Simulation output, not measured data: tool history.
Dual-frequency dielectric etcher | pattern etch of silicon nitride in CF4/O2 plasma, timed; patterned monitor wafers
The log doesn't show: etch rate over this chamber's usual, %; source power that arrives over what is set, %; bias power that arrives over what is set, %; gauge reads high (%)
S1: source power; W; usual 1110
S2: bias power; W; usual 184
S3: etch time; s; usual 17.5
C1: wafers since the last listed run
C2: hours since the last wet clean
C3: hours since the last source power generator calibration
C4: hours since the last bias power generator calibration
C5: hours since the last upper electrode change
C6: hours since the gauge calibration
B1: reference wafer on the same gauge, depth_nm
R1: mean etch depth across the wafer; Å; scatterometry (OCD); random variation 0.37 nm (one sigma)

{"run": 1, "hour": 0.0, "S1": 1110, "S2": 184, "S3": 15.0, "C1": 0, "C2": 195.9, "C3": 2544.4, "C4": 3474.3, "C5": 3728.0, "C6": 406.5, "B1": 80.6, "R1": 585}
{"run": 2, "hour": 39.5, "S1": 1110, "S2": 184, "S3": 15.0, "C1": 505, "C2": 235.4, "C3": 2583.9, "C4": 3513.8, "C5": 3767.5, "C6": 446.0, "B1": 80.6, "R1": 586}
{"run": 3, "hour": 88.2, "S1": 1110, "S2": 197, "S3": 17.5, "C1": 623, "C2": 284.1, "C3": 2632.6, "C4": 3562.5, "C5": 3816.2, "C6": 494.7, "B1": 80.5, "R1": 694}
{"run": 4, "hour": 129.2, "S1": 1110, "S2": 197, "S3": 17.5, "C1": 525, "C2": 325.1, "C3": 2673.6, "C4": 3603.5, "C5": 3857.2, "C6": 535.7, "B1": 80.4, "R1": 699}
{"run": 5, "hour": 194.8, "S1": 1110, "S2": 197, "S3": 17.5, "C1": 840, "C2": 390.7, "C3": 2739.2, "C4": 3669.1, "C5": 3922.8, "C6": 601.3, "B1": 80.3, "R1": 689}
{"hour": 245.4, "done": "wet clean of the chamber"}
{"run": 6, "hour": 245.9, "S1": 1110, "S2": 173, "S3": 17.5, "C1": 347, "C2": 0.5, "C3": 2790.3, "C4": 3720.2, "C5": 3973.9, "C6": 652.4, "B1": 80.2, "R1": 647}
{"run": 7, "hour": 328.3, "S1": 1110, "S2": 173, "S3": 17.5, "C1": 1055, "C2": 82.9, "C3": 2872.7, "C4": 3802.6, "C5": 4056.3, "C6": 734.8, "B1": 80.4, "R1": 641}
{"run": 8, "hour": 396.9, "S1": 1110, "S2": 184, "S3": 17.5, "C1": 878, "C2": 151.5, "C3": 2941.3, "C4": 3871.2, "C5": 4124.9, "C6": 803.4, "B1": 80.4, "R1": 654}
{"hour": 422.7, "done": "source power generator calibrated"}
{"hour": 427.5, "done": "wet clean of the chamber, repeated, since the last time left the tool worse"}
{"run": 9, "hour": 467.6, "S1": 1110, "S2": 184, "S3": 17.5, "C1": 792, "C2": 40.1, "C3": 44.9, "C4": 3941.9, "C5": 4195.6, "C6": 874.1, "B1": 80.4, "R1": 697}
{"hour": 556.1, "done": "upper electrode replaced"}
{"run": 10, "hour": 569.4, "S1": 910, "S2": 204, "S3": 14.0, "C1": 996, "C2": 141.9, "C3": 146.7, "C4": 4043.7, "C5": 13.3, "C6": 975.9, "B1": 80.3, "R1": 516}
{"hour": 582.2, "done": "gauge calibrated"}
{"run": 11, "hour": 639.9, "S1": 1110, "S2": 184, "S3": 13.0, "C1": 903, "C2": 212.4, "C3": 217.2, "C4": 4114.2, "C5": 83.8, "C6": 57.7, "B1": 80.4, "R1": 509}
{"hour": 760.5, "done": "wet clean of the chamber"}
{"run": 12, "hour": 761.0, "S1": 1110, "S2": 184, "S3": 17.5, "C1": 1243, "C2": 0.5, "C3": 338.3, "C4": 4235.3, "C5": 204.9, "C6": 178.8, "B1": 80.5, "R1": 700}
{"hour": 785.1, "done": "bias power generator calibrated"}
{"run": 13, "hour": 838.6, "S1": 1110, "S2": 184, "S3": 17.5, "C1": 942, "C2": 78.1, "C3": 415.9, "C4": 53.5, "C5": 282.5, "C6": 256.4, "B1": 80.2, "R1": 693}
{"run": 14, "hour": 891.8, "S1": 850, "S2": 197, "S3": 15.5, "C1": 681, "C2": 131.3, "C3": 469.1, "C4": 106.7, "C5": 335.7, "C6": 309.6, "B1": 80.5, "R1": 560}
{"run": 15, "hour": 952.3, "S1": 980, "S2": 158, "S3": 21.5, "C1": 774, "C2": 191.8, "C3": 529.6, "C4": 167.2, "C5": 396.2, "C6": 370.1, "B1": 80.5, "R1": 776}
{"run": 16, "hour": 1043.4, "S1": 1290, "S2": 184, "S3": 20.0, "C1": 1166, "C2": 282.9, "C3": 620.7, "C4": 258.3, "C5": 487.3, "C6": 461.2, "B1": 80.2, "R1": 838}
{"hour": 1136.2, "done": "wet clean of the chamber"}
{"run": 17, "hour": 1136.7, "S1": 1110, "S2": 228, "S3": 22.0, "C1": 887, "C2": 0.5, "C3": 714.0, "C4": 351.6, "C5": 580.6, "C6": 554.5, "B1": 80.5, "R1": 934}

Forecast each of these 4 alternatives for the next run:
{"run": "A", "hour": 1137.1, "S1": 1110, "S2": 145, "S3": 17.5, "C1": 5, "C2": 0.9, "C3": 714.4, "C4": 352.0, "C5": 581.0, "C6": 554.9, "B1": "?", "R1": "?"}
{"run": "B", "hour": 1137.1, "S1": 1390, "S2": 152, "S3": 17.5, "C1": 5, "C2": 0.9, "C3": 714.4, "C4": 352.0, "C5": 581.0, "C6": 554.9, "B1": "?", "R1": "?"}
{"run": "C", "hour": 1137.1, "S1": 1250, "S2": 150, "S3": 14.5, "C1": 5, "C2": 0.9, "C3": 714.4, "C4": 352.0, "C5": 581.0, "C6": 554.9, "B1": "?", "R1": "?"}
{"run": "D", "hour": 1137.1, "S1": 1310, "S2": 184, "S3": 14.0, "C1": 5, "C2": 0.9, "C3": 714.4, "C4": 352.0, "C5": 581.0, "C6": 554.9, "B1": "?", "R1": "?"}

run=A B1=80.5 R1=665
run=B B1=80.5 R1=746
run=C B1=80.5 R1=586
run=D B1=80.5 R1=608
Without the tool's hidden state the same runs would have given:
run=A R1=662
run=B R1=743
run=C R1=583
run=D R1=605
